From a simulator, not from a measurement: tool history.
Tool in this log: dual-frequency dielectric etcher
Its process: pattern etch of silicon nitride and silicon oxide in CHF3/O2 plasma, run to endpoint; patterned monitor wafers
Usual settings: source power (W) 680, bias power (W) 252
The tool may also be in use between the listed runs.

run   hour  source power (W)  bias power (W)  incoming incoming film thickness, nm  endpoint time (s)
  1      0               680             252                                 300.5              175.4
  2   12.8               800             268                                 301.9              162.8
  3   22.6               680             252                                 303.5              176.3
  4   36.4               680             252                                 300.6              175.7
  5   43.5               720             252                                 301.7              172.3
  6   61.3               720             252                                 300.2              172.9
  7   78.9               720             252                                   300              172.8
  8   85.5               810             252                                 299.3              162.6
  9   95.3               680             290                                 301.6              170.7
     128.2  -- wet clean of the chamber
 10  128.7               680             290                                 300.2              163.6
 11  129.1               680             290                                 299.7              163.9
 12  136.4               680             252                                 302.1              171.9
 13    150               680             252                                 301.3              169.3
 14  167.5               680             252                                 302.2              169.9
 15  185.4               680             271                                 302.1              167.4
 16  195.6               680             271                                 304.5              170.7
 17  206.4               750             292                                 298.9              157.2
 18  218.1               680             288                                 301.3                165
 19  230.6               560             291                                 306.4              182.4
 20  242.7               840             297                                   302              152.3
 21  254.4               580             223                                 299.7              190.6
     322.9  -- source power generator calibrated
     327.6  -- upper electrode replaced
 22  328.1               830             252                                 304.1              159.2
 23  328.5               680             252                                 301.7              174.9
 24  328.9               680             252                                 300.4              174.1
     332.5  -- bias power generator calibrated
 25  335.9               620             295                                 302.6              175.8
 26  350.8               680             252                                 301.2              175.3
 27  367.6               560             292                                 301.5              183.5
 28  374.1               850             252                                 300.6              157.4
 29  388.5               680             252                                 300.4              176.3
 30  401.5               550             270                                 300.2              188.4
 31    414               600             296                                 302.4              176.6

For run 32, what comes out?
 32  425.8               510             293                                 299.9                  ?

Run 32 produced endpoint time (s) 189.3.
Had the tool carried no hidden state, the very same run would have given endpoint time (s) 182.8.
